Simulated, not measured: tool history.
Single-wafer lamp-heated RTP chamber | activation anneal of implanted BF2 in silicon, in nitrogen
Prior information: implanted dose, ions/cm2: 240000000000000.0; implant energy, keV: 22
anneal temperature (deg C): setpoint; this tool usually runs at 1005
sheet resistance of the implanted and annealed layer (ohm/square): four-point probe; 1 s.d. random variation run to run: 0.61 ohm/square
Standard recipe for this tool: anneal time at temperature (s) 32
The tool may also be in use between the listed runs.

run,day,anneal temperature (deg C),anneal time at temperature (s),"read-back reference wafer on the same gauge, sheet resistance",sheet resistance of the implanted and annealed layer (ohm/square)
1,0.000,1005,21,470.17,405.77
2,0.579,1005,21,469.88,406.25
3,1.271,1005,32,469.57,402.71
4,1.725,1005,32,469.66,404.44
5,2.308,1005,32,469.35,403.53
6,2.650,1005,32,469.39,403.38
7,2.921,1005,32,469.81,402.61
# day 3.546: gauge calibrated
8,3.562,1022,47,471.27,399.52
9,4.183,1005,32,470.78,404.48
# day 4.608: reflector plate cleaned
# day 4.817: pyrometer window cleaned and pyrometer calibrated
10,4.838,979,21,470.22,410.39
11,5.067,1005,20,469.79,406.42
12,5.804,1014,50,470.00,399.78
13,6.288,1005,19,469.79,406.29
14,6.754,1018,32,469.45,402.63
15,7.442,1005,32,469.22,402.53

Here are 5 independent what-if runs from the current tool condition. What would each one return?
A,7.458,1005,32,?,?
B,7.458,1014,13,?,?
C,7.458,1033,27,?,?
D,7.458,1025,23,?,?
E,7.458,993,51,?,?

run,"read-back reference wafer on the same gauge, sheet resistance",sheet resistance of the implanted and annealed layer (ohm/square)
A,468.94,402.79
B,468.94,406.75
C,468.94,401.66
D,468.94,403.65
E,468.94,401.21
The same runs, with their run-to-run variation unchanged, on a tool lacking any hidden condition would have given:
run,sheet resistance of the implanted and annealed layer (ohm/square)
A,405.19
B,409.18
C,404.06
D,406.06
E,403.61

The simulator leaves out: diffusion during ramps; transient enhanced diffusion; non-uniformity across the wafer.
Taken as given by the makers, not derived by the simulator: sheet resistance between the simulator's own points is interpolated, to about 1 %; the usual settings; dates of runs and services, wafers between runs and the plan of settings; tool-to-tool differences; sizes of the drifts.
